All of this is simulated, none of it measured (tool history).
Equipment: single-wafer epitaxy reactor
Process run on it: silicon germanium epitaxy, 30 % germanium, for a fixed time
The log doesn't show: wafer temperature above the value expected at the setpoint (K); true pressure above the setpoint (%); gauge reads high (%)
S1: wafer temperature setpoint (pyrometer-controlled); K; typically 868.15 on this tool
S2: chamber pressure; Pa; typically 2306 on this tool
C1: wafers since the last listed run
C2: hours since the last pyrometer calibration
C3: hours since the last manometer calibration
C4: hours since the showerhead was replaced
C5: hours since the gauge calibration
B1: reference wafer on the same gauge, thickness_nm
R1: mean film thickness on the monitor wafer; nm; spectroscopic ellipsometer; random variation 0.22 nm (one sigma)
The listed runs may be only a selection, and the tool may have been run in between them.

| run | hour | S1 | S2 | C1 | C2 | C3 | C4 | C5 | B1 | R1 |
|---|---|---|---|---|---|---|---|---|---|---|
| 1 | 0.0 | 868.15 | 2306 | 0 | 2122.7 | 1369.5 | 7146.9 | 223.0 | 42.575 | 58.720 |
| 2 | 25.4 | 868.15 | 2306 | 342 | 2148.1 | 1394.9 | 7172.3 | 248.4 | 42.620 | 59.105 |
| 3 | 46.0 | 872.15 | 2773 | 277 | 2168.7 | 1415.5 | 7192.9 | 269.0 | 42.659 | 67.960 |
| 4 | 74.8 | 872.15 | 2773 | 388 | 2197.5 | 1444.3 | 7221.7 | 297.8 | 42.618 | 68.264 |
| 5 | 89.3 | 868.15 | 2306 | 195 | 2212.0 | 1458.8 | 7236.2 | 312.3 | 42.535 | 58.375 |
| 6 | 114.1 | 868.15 | 2306 | 334 | 2236.8 | 1483.6 | 7261.0 | 337.1 | 42.603 | 59.353 |
| 7 | 137.7 | 868.15 | 2706 | 318 | 2260.4 | 1507.2 | 7284.6 | 360.7 | 42.589 | 63.313 |
| 8 | 171.7 | 873.15 | 2306 | 458 | 2294.4 | 1541.2 | 7318.6 | 394.7 | 42.621 | 64.140 |
| 9 | 189.9 | 873.15 | 2306 | 245 | 2312.6 | 1559.4 | 7336.8 | 412.9 | 42.608 | 63.948 |
|  | 221.9 | pyrometer calibrated |
| 10 | 224.6 | 868.15 | 2040 | 359 | 2.7 | 1594.1 | 7371.5 | 447.6 | 42.624 | 52.707 |
| 11 | 244.3 | 868.15 | 2040 | 265 | 22.4 | 1613.8 | 7391.2 | 467.3 | 42.624 | 52.883 |
| 12 | 311.1 | 868.15 | 2040 | 900 | 89.2 | 1680.6 | 7458.0 | 534.1 | 42.525 | 53.202 |
| 13 | 340.8 | 868.15 | 2680 | 400 | 118.9 | 1710.3 | 7487.7 | 563.8 | 42.555 | 59.922 |
| 14 | 361.0 | 868.15 | 2306 | 272 | 139.1 | 1730.5 | 7507.9 | 584.0 | 42.619 | 55.979 |
| 15 | 373.3 | 872.15 | 2773 | 165 | 151.4 | 1742.8 | 7520.2 | 596.3 | 42.625 | 64.964 |
| 16 | 399.6 | 868.15 | 1893 | 354 | 177.7 | 1769.1 | 7546.5 | 622.6 | 42.596 | 52.327 |
|  | 410.4 | showerhead replaced |
| 17 | 414.5 | 879.15 | 1880 | 93 | 192.6 | 1784.0 | 4.1 | 637.5 | 42.673 | 62.014 |
| 18 | 435.0 | 868.15 | 2693 | 276 | 213.1 | 1804.5 | 24.6 | 658.0 | 42.575 | 60.109 |
| 19 | 461.2 | 860.15 | 2626 | 353 | 239.3 | 1830.7 | 50.8 | 684.2 | 42.566 | 52.796 |
| 20 | 481.3 | 868.15 | 2306 | 270 | 259.4 | 1850.8 | 70.9 | 704.3 | 42.655 | 56.881 |
| 21 | 501.6 | 863.15 | 2813 | 273 | 279.7 | 1871.1 | 91.2 | 724.6 | 42.618 | 57.234 |
| 22 | 607.7 | 879.15 | 1840 | 1430 | 385.8 | 1977.2 | 197.3 | 830.7 | 42.612 | 62.802 |
|  | 625.7 | gauge calibrated |
|  | 628.2 | capacitance manometer re-zeroed and calibrated |
| 23 | 643.3 | 868.15 | 2506 | 372 | 421.4 | 15.1 | 232.9 | 17.6 | 42.572 | 57.445 |
| 24 | 675.0 | 868.15 | 2306 | 427 | 453.1 | 46.8 | 264.6 | 49.3 | 42.595 | 55.099 |
| 25 | 690.7 | 879.15 | 2826 | 211 | 468.8 | 62.5 | 280.3 | 65.0 | 42.597 | 72.197 |
| 26 | 713.6 | 864.15 | 2466 | 308 | 491.7 | 85.4 | 303.2 | 87.9 | 42.619 | 53.897 |
| 27 | 737.5 | 854.15 | 1867 | 322 | 515.6 | 109.3 | 327.1 | 111.8 | 42.683 | 40.384 |
| 28 | 832.3 | 868.15 | 1933 | 1277 | 610.4 | 204.1 | 421.9 | 206.6 | 42.561 | 52.360 |
| 29 | 864.8 | 861.15 | 2453 | 438 | 642.9 | 236.6 | 454.4 | 239.1 | 42.676 | 51.503 |
| 30 | 880.9 | 868.15 | 2306 | 217 | 659.0 | 252.7 | 470.5 | 255.2 | 42.575 | 56.352 |
| 31 | 916.2 | 855.15 | 2133 | 475 | 694.3 | 288.0 | 505.8 | 290.5 | 42.599 | 43.979 |
| 32 | 942.7 | 878.15 | 2813 | 357 | 720.8 | 314.5 | 532.3 | 317.0 | 42.555 | 72.424 |
| 33 | 961.9 | 872.15 | 2786 | 258 | 740.0 | 333.7 | 551.5 | 336.2 | 42.611 | 65.406 |
| 34 | 981.0 | 861.15 | 2306 | 257 | 759.1 | 352.8 | 570.6 | 355.3 | 42.557 | 50.142 |
| 35 | 1005.5 | 862.15 | 2693 | 330 | 783.6 | 377.3 | 595.1 | 379.8 | 42.604 | 55.063 |

Below are 4 alternative next runs, each starting from the tool's condition after run 35. Predict each:
| A | 1005.9 | 868.15 | 2306 | 5 | 784.0 | 377.7 | 595.5 | 380.2 | ? | ? |
| B | 1005.9 | 880.15 | 2306 | 5 | 784.0 | 377.7 | 595.5 | 380.2 | ? | ? |
| C | 1005.9 | 880.15 | 2720 | 5 | 784.0 | 377.7 | 595.5 | 380.2 | ? | ? |
| D | 1005.9 | 882.15 | 1800 | 5 | 784.0 | 377.7 | 595.5 | 380.2 | ? | ? |

| run | B1 | R1 |
|---|---|---|
| A | 42.643 | 56.863 |
| B | 42.643 | 68.851 |
| C | 42.643 | 73.838 |
| D | 42.643 | 63.858 |
With no hidden state in the tool, these same runs would have given:
| run | R1 |
|---|---|
| A | 53.147 |
| B | 64.447 |
| C | 69.115 |
| D | 59.787 |
